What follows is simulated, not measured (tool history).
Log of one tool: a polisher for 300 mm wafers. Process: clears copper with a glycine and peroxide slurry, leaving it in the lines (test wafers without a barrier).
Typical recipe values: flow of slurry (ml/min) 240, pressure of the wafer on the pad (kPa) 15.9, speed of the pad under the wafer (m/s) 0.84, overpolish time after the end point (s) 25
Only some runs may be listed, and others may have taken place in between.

| run | day | flow of slurry (ml/min) | pressure of the wafer on the pad (kPa) | speed of the pad under the wafer (m/s) | overpolish time after the end point (s) | incoming thickness of the incoming film, nm | time until the end point was called (s) | dishing of a wide line in a test structure (Å) |
|---|---|---|---|---|---|---|---|---|
| 1 | 0 | 240 | 15.9 | 0.84 | 25 | 502.3 | 114.7 | 565 |
| 2 | 0.542 | 240 | 15.9 | 0.84 | 25 | 505.9 | 112.3 | 567 |
| 3 | 1.554 | 240 | 15.9 | 0.84 | 25 | 491.2 | 108.7 | 561 |
| 4 | 2.783 | 240 | 15.9 | 0.84 | 30 | 499.3 | 115.6 | 596 |
|  | 3.312 | worn pad replaced by a new one |
| 5 | 4.108 | 240 | 15.9 | 0.84 | 30 | 496 | 110.6 | 641 |
| 6 | 4.704 | 240 | 15.9 | 0.84 | 25 | 504.1 | 113.3 | 541 |
| 7 | 6.025 | 240 | 20 | 0.84 | 25 | 495.1 | 93 | 612 |
| 8 | 6.888 | 240 | 20 | 0.84 | 25 | 501.3 | 93.6 | 641 |
| 9 | 8.346 | 240 | 20 | 0.84 | 25 | 502.8 | 93.9 | 639 |
| 10 | 9.488 | 240 | 15.9 | 0.84 | 25 | 502.7 | 113.5 | 542 |
| 11 | 10.279 | 240 | 15.9 | 0.84 | 25 | 507.9 | 114.1 | 549 |
| 12 | 11.479 | 240 | 15.9 | 0.84 | 25 | 501.4 | 112.9 | 557 |
|  | 12.7 | worn pad replaced by a new one |
| 13 | 12.804 | 240 | 15.9 | 0.84 | 25 | 509.1 | 116 | 528 |
| 14 | 13.55 | 240 | 15.9 | 0.84 | 25 | 494.8 | 110.7 | 542 |
| 15 | 14.425 | 200 | 17.9 | 0.84 | 25 | 490.8 | 104.4 | 583 |
|  | 17.438 | head pressure recalibrated |
| 16 | 18.042 | 195 | 15.9 | 0.84 | 25 | 495.4 | 118.1 | 527 |
| 17 | 19.371 | 240 | 21.4 | 0.96 | 30 | 497.9 | 82.6 | 760 |
| 18 | 20.85 | 240 | 11.7 | 0.72 | 25 | 501.7 | 159.7 | 404 |
| 19 | 21.712 | 240 | 12.4 | 0.84 | 25 | 492.1 | 132.5 | 474 |
|  | 22.571 | worn pad replaced by a new one |
| 20 | 22.883 | 240 | 15.9 | 1 | 25 | 508 | 104.4 | 577 |
| 21 | 23.962 | 240 | 15.9 | 0.92 | 25 | 497.6 | 106.2 | 546 |
| 22 | 25.429 | 195 | 11 | 0.56 | 25 | 499.2 | 197.8 | 368 |
|  | 25.833 | slurry nozzle cleaned |
| 23 | 26.496 | 240 | 15.9 | 0.94 | 25 | 508.7 | 102.5 | 574 |
| 24 | 27.288 | 200 | 11 | 0.56 | 25 | 505.4 | 186.2 | 366 |
| 25 | 28.388 | 195 | 11 | 0.56 | 25 | 501.2 | 186.4 | 384 |
| 26 | 29.438 | 240 | 15.9 | 0.64 | 30 | 497 | 133.5 | 535 |
| 27 | 30.433 | 240 | 15.9 | 0.84 | 12 | 502 | 113.6 | 318 |
|  | 30.983 | worn pad replaced by a new one |
| 28 | 31.842 | 240 | 15.9 | 0.84 | 25 | 500.1 | 113.1 | 538 |
| 29 | 32.717 | 240 | 15.9 | 1.08 | 25 | 502.1 | 94 | 613 |
| 30 | 33.546 | 240 | 15.9 | 0.84 | 25 | 501.7 | 114.6 | 543 |
| 31 | 34.438 | 240 | 17.9 | 1.1 | 38 | 505.5 | 85.5 | 853 |
| 32 | 35.158 | 240 | 15.9 | 0.64 | 30 | 489.6 | 129.7 | 554 |
| 33 | 35.788 | 240 | 15.9 | 0.84 | 25 | 507.8 | 114.7 | 545 |
| 34 | 36.496 | 240 | 15.9 | 0.84 | 40 | 493.6 | 109.1 | 729 |
| 35 | 37.525 | 315 | 15.9 | 0.56 | 18 | 500.8 | 142.2 | 345 |

Hidden state, per run?
removal rate lost through wear of the pad, %: 0 on each run
deviation of the head's pressure from its setpoint, %: 0 on each run
H1: slurry flow missing at the pad, %
| run | H1 |
|---|---|
| 1 | 5.29 |
| 2 | 5.91 |
| 3 | 7.07 |
| 4 | 8.47 |
| 5 | 9.98 |
| 6 | 10.7 |
| 7 | 12.2 |
| 8 | 13.2 |
| 9 | 14.8 |
| 10 | 16.1 |
| 11 | 17 |
| 12 | 18.4 |
| 13 | 19.9 |
| 14 | 20.8 |
| 15 | 21.8 |
| 16 | 25.9 |
| 17 | 27.4 |
| 18 | 29.1 |
| 19 | 30.1 |
| 20 | 31.4 |
| 21 | 32.7 |
| 22 | 34.3 |
| 23 | 2.4 |
| 24 | 3.3 |
| 25 | 4.56 |
| 26 | 5.76 |
| 27 | 6.9 |
| 28 | 8.51 |
| 29 | 9.5 |
| 30 | 10.5 |
| 31 | 11.5 |
| 32 | 12.3 |
| 33 | 13 |
| 34 | 13.8 |
| 35 | 15 |
